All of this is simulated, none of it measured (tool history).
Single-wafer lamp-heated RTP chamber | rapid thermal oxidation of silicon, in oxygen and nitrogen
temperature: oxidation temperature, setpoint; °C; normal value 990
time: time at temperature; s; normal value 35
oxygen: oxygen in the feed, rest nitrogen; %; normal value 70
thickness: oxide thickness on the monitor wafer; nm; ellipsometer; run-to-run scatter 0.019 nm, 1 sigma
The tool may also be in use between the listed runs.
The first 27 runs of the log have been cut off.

run	day	temperature	time	oxygen	wafers since the last listed run	wafers since the last pyrometer calibration	hours since the oxygen flow controller was replaced	hours since the gauge calibration	read-back reference wafer on the same gauge, thickness	thickness
# day 117.379: gauge calibrated
28	118.121	1007	30	70	406	945	1818.3	17.8	3.048	3.687
29	122.417	990	35	70	916	1862	1921.4	120.9	3.051	3.486
30	125.812	990	35	70	724	2587	2002.9	202.4	3.049	3.548
31	129.512	969	45	93	789	3376	2091.7	291.2	3.048	3.694
32	131.312	999	26	70	384	3760	2134.9	334.4	3.045	3.365
33	133.800	967	48	97	530	4291	2194.6	394.1	3.049	3.862
34	137.375	972	40	62	762	5054	2280.4	479.9	3.053	3.272
35	140.383	967	41	96	641	5696	2352.6	552.1	3.050	3.653
36	142.738	968	41	70	502	6198	2409.1	608.6	3.052	3.425

Alternative continuations, all from the tool just after run 36; predict every row:
A	142.758	990	35	82	4	6202	2409.6	609.1	?	?
B	142.758	1015	28	86	4	6202	2409.6	609.1	?	?
C	142.758	963	19	82	4	6202	2409.6	609.1	?	?
D	142.758	1018	40	84	4	6202	2409.6	609.1	?	?
E	142.758	1002	35	70	4	6202	2409.6	609.1	?	?

run	read-back reference wafer on the same gauge, thickness	thickness
A	3.050	3.843
B	3.050	4.233
C	3.050	2.607
D	3.050	4.982
E	3.050	3.962
With the hidden condition removed and each run's random variation left untouched, the same runs would have given:
run	thickness
A	3.641
B	4.011
C	2.505
D	4.715
E	3.756
